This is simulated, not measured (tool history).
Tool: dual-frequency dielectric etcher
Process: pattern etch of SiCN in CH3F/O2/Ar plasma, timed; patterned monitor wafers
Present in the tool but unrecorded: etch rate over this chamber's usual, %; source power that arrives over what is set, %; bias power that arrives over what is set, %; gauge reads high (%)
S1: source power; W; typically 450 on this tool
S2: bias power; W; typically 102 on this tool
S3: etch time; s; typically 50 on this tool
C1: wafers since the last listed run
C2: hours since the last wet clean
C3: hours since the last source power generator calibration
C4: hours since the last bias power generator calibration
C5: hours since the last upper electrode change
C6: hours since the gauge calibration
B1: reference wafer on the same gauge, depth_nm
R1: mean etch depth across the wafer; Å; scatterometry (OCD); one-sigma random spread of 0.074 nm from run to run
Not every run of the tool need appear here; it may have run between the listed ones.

Run 1, hour 0: usual settings but S2 112 W, S3 57 s; C1 0; C2 25.9; C3 2145.8; C4 343.3; C5 1451; C6 2153.1; B1 24.18. Result: R1 288.5 Å.
Run 2, hour 193.5: usual settings; C1 1878; C2 219.4; C3 2339.3; C4 536.8; C5 1644.5; C6 2346.6; B1 24.23. Result: R1 241.8 Å.
Run 3, hour 293.8: usual settings; C1 973; C2 319.7; C3 2439.6; C4 637.1; C5 1744.8; C6 2446.9; B1 24.21. Result: R1 240.6 Å.
Run 4, hour 457.1: usual settings; C1 1585; C2 483; C3 2602.9; C4 800.4; C5 1908.1; C6 2610.2; B1 24.2. Result: R1 238.6 Å.
Run 5, hour 514.1: usual settings but S2 83 W, S3 44 s; C1 553; C2 540; C3 2659.9; C4 857.4; C5 1965.1; C6 2667.2; B1 24.2. Result: R1 196.1 Å.
At hour 600: wet clean of the chamber.
Run 6, hour 608.4: usual settings but S2 83 W, S3 44 s; C1 682; C2 8.4; C3 2754.2; C4 951.7; C5 2059.4; C6 2761.5; B1 24.19. Result: R1 204.6 Å.
At hour 622.8: gauge calibrated.
Run 7, hour 671.7: usual settings but S2 83 W, S3 44 s; C1 614; C2 71.7; C3 2817.5; C4 1015; C5 2122.7; C6 48.9; B1 24.19. Result: R1 201.9 Å.
Run 8, hour 747.1: usual settings; C1 732; C2 147.1; C3 2892.9; C4 1090.4; C5 2198.1; C6 124.3; B1 24.19. Result: R1 240.8 Å.
Run 9, hour 804.7: usual settings; C1 559; C2 204.7; C3 2950.5; C4 1148; C5 2255.7; C6 181.9; B1 24.2. Result: R1 240.6 Å.
At hour 841: source power generator calibrated.
Run 10, hour 902.3: usual settings; C1 908; C2 302.3; C3 61.3; C4 1245.6; C5 2353.3; C6 279.5; B1 24.2. Result: R1 238.1 Å.
Run 11, hour 964.2: usual settings but S1 400 W, S2 114 W; C1 601; C2 364.2; C3 123.2; C4 1307.5; C5 2415.2; C6 341.4; B1 24.2. Result: R1 237.3 Å.
Run 12, hour 1005: usual settings but S1 400 W, S2 114 W; C1 396; C2 405; C3 164; C4 1348.3; C5 2456; C6 382.2; B1 24.21. Result: R1 237.9 Å.
Run 13, hour 1104.1: usual settings but S1 400 W, S2 114 W; C1 962; C2 504.1; C3 263.1; C4 1447.4; C5 2555.1; C6 481.3; B1 24.2. Result: R1 235.9 Å.
At hour 1133: wet clean of the chamber.
Run 14, hour 1165.3: usual settings but S1 360 W, S3 36 s; C1 361; C2 32.3; C3 324.3; C4 1508.6; C5 2616.3; C6 542.5; B1 24.2. Result: R1 165.7 Å.
Run 15, hour 1209.4: usual settings but S1 540 W, S2 110 W; C1 428; C2 76.4; C3 368.4; C4 1552.7; C5 2660.4; C6 586.6; B1 24.2. Result: R1 262.3 Å.
At hour 1299.8: upper electrode replaced.
Run 16, hour 1311.8: usual settings; C1 761; C2 178.8; C3 470.8; C4 1655.1; C5 12; C6 689; B1 24.21. Result: R1 241.8 Å.
Run 17, hour 1411.2: usual settings but S1 490 W, S2 82 W, S3 54 s; C1 965; C2 278.2; C3 570.2; C4 1754.5; C5 111.4; C6 788.4; B1 24.2. Result: R1 248.5 Å.
Run 18, hour 1486.2: usual settings; C1 728; C2 353.2; C3 645.2; C4 1829.5; C5 186.4; C6 863.4; B1 24.2. Result: R1 238.9 Å.
Run 19, hour 1579.5: usual settings; C1 905; C2 446.5; C3 738.5; C4 1922.8; C5 279.7; C6 956.7; B1 24.21. Result: R1 235.3 Å.
Run 20, hour 1659.6: usual settings but S1 510 W, S2 126 W, S3 43 s; C1 777; C2 526.6; C3 818.6; C4 2002.9; C5 359.8; C6 1036.8; B1 24.21. Result: R1 222.3 Å.
At hour 1732.1: wet clean of the chamber.
Run 21, hour 1764.7: usual settings; C1 787; C2 32.6; C3 923.7; C4 2108; C5 464.9; C6 1141.9; B1 24.21. Result: R1 241.9 Å.
At hour 1834.8: bias power generator calibrated.
Run 22, hour 1840.4: usual settings; C1 696; C2 108.3; C3 999.4; C4 5.6; C5 540.6; C6 1217.6; B1 24.19. Result: R1 244.7 Å.
Run 23, hour 1947.7: usual settings but S2 120 W; C1 1041; C2 215.6; C3 1106.7; C4 112.9; C5 647.9; C6 1324.9; B1 24.21. Result: R1 254.5 Å.
Run 24, hour 2041.6: usual settings but S2 89 W, S3 37 s; C1 911; C2 309.5; C3 1200.6; C4 206.8; C5 741.8; C6 1418.8; B1 24.18. Result: R1 171.4 Å.
Run 25, hour 2135.2: usual settings but S1 340 W, S2 123 W, S3 40.5 s; C1 908; C2 403.1; C3 1294.2; C4 300.4; C5 835.4; C6 1512.4; B1 24.2. Result: R1 189.6 Å.
Run 26, hour 2211.9: usual settings but S2 87 W, S3 45.5 s; C1 744; C2 479.8; C3 1370.9; C4 377.1; C5 912.1; C6 1589.1; B1 24.21. Result: R1 205.5 Å.
At hour 2280.8: wet clean of the chamber.
Run 27, hour 2307: usual settings but S1 380 W; C1 690; C2 26.2; C3 1466; C4 472.2; C5 1007.2; C6 1684.2; B1 24.21. Result: R1 236.3 Å.
Run 28, hour 2346.3: usual settings but S1 380 W, S2 128 W; C1 381; C2 65.5; C3 1505.3; C4 511.5; C5 1046.5; C6 1723.5; B1 24.21. Result: R1 250.4 Å.
Run 29, hour 2396.4: usual settings but S2 119 W; C1 486; C2 115.6; C3 1555.4; C4 561.6; C5 1096.6; C6 1773.6; B1 24.2. Result: R1 256.4 Å.
Run 30, hour 2437.5: usual settings; C1 399; C2 156.7; C3 1596.5; C4 602.7; C5 1137.7; C6 1814.7; B1 24.2. Result: R1 243.1 Å.

Subtracting, for every run, the result it would have given without the tool's unlogged condition from the measured result gives the following. The same run-to-run variation enters both numbers; the gauge's scatter may not:
run     R1
  1   +0.3
  2   -3.2
  3   -5.1
  4   -8.1
  5   -7.5
  6   -0.9
  7   -1.8
  8   -3.6
  9   -4.7
 10   -6.5
 11   -7.7
 12   -8.5
 13  -10.4
 14   -1.2
 15   -2.9
 16   -4.8
 17   -6.8
 18   -8.2
 19   -9.9
 20    -11
 21   -4.1
 22   -2.4
 23   -4.6
 24   -4.3
 25   -6.1
 26   -7.9
 27   +0.1
 28   -0.7
 29   -1.7
 30   -2.3

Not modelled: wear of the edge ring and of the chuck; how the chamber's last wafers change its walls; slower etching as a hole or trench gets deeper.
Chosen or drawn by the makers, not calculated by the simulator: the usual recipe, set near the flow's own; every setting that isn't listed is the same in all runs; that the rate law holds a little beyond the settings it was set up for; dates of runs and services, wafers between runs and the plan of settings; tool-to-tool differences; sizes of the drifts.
